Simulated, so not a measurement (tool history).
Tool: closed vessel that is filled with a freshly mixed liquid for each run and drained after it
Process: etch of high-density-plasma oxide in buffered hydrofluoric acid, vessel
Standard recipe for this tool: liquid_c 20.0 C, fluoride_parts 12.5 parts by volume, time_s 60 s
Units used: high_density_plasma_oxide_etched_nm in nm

run   hour  liquid_c  fluoride_parts  time_s  read-back film thickness of the high-density-plasma oxide reference wafer, read on the same gauge (nm)  high_density_plasma_oxide_etched_nm
  1    0.0      24.0            12.5      60                                                                                                   79.97                                91.68
  2   35.8      20.0            16.0      60                                                                                                   79.97                                57.98
  3   49.8      20.0            16.0      60                                                                                                   79.97                                57.23
  4   80.1      20.0            16.0      60                                                                                                   79.97                                58.43
      89.8  -- gauge calibrated
  5   95.7      20.0            12.5      60                                                                                                   80.02                                73.23
  6  118.1      20.0            12.5      60                                                                                                   80.00                                72.67
  7  149.8      20.0            12.5      40                                                                                                   80.01                                49.11
  8  175.5      23.0            12.5      60                                                                                                   80.01                                85.73
  9  252.5      20.0            12.5      60                                                                                                   80.00                                72.22
     257.3  -- thermometer replaced
 10  269.3      22.5             9.5      95                                                                                                   79.98                               174.76
 11  298.4      22.0            12.5      80                                                                                                   79.99                               108.65
     324.7  -- hydrofluoric acid flow meter replaced
 12  326.5      20.0            16.5      60                                                                                                   80.00                                57.70
 13  345.6      20.0            12.5      95                                                                                                   79.98                               119.93
 14  367.8      20.0            15.5      60                                                                                                   79.99                                61.75
 15  383.8      20.0            12.5      60                                                                                                   79.98                                77.03
 16  399.9      20.0            12.5      60                                                                                                   80.03                                77.16
 17  420.9      20.0             8.5      60                                                                                                   79.99                               109.30
 18  445.6      18.5             8.5      60                                                                                                   79.99                                98.77
 19  464.2      20.0            15.0      60                                                                                                   80.01                                63.97
 20  480.7      20.0            12.5      60                                                                                                   80.00                                75.33
 21  496.2      20.0            15.0      75                                                                                                   79.96                                78.94
 22  519.9      17.0            11.0      50                                                                                                   80.05                                60.71
 23  543.2      20.0            15.5      60                                                                                                   79.99                                61.69
 24  567.2      20.0            12.5      60                                                                                                   79.99                                76.14
 25  601.2      17.5            17.0      75                                                                                                   80.00                                60.35
 26  615.7      20.0            14.0      30                                                                                                   80.01                                33.51
 27  628.8      22.0             7.5      30                                                                                                   79.97                                68.70
 28  643.7      20.0            16.0      60                                                                                                   80.01                                60.13
 29  656.5      21.5            12.5      30                                                                                                   80.00                                40.61
 30  689.5      18.5            12.5      60                                                                                                   80.00                                70.02
 31  792.0      20.0            11.0      60                                                                                                   80.00                                84.39
 32  807.3      20.0            12.5      60                                                                                                   80.00                                74.65

4 ways to go on from here, each from the tool as it stands after run 32. What would each give?
  A  808.0      20.0            12.5      85                                                                                                       ?                                    ?
  B  808.0      22.0            16.0      45                                                                                                       ?                                    ?
  C  808.0      20.0            10.5      60                                                                                                       ?                                    ?
  D  808.0      17.0            12.5      30                                                                                                       ?                                    ?

run  read-back film thickness of the high-density-plasma oxide reference wafer, read on the same gauge (nm)  high_density_plasma_oxide_etched_nm
  A                                                                                                   80.00                               105.23
  B                                                                                                   80.00                                48.86
  C                                                                                                   80.00                                88.09
  D                                                                                                   80.00                                31.34
What these runs would have given with no unlogged condition in the tool:
run  high_density_plasma_oxide_etched_nm
  A                               109.30
  B                                50.76
  C                                91.48
  D                                32.55
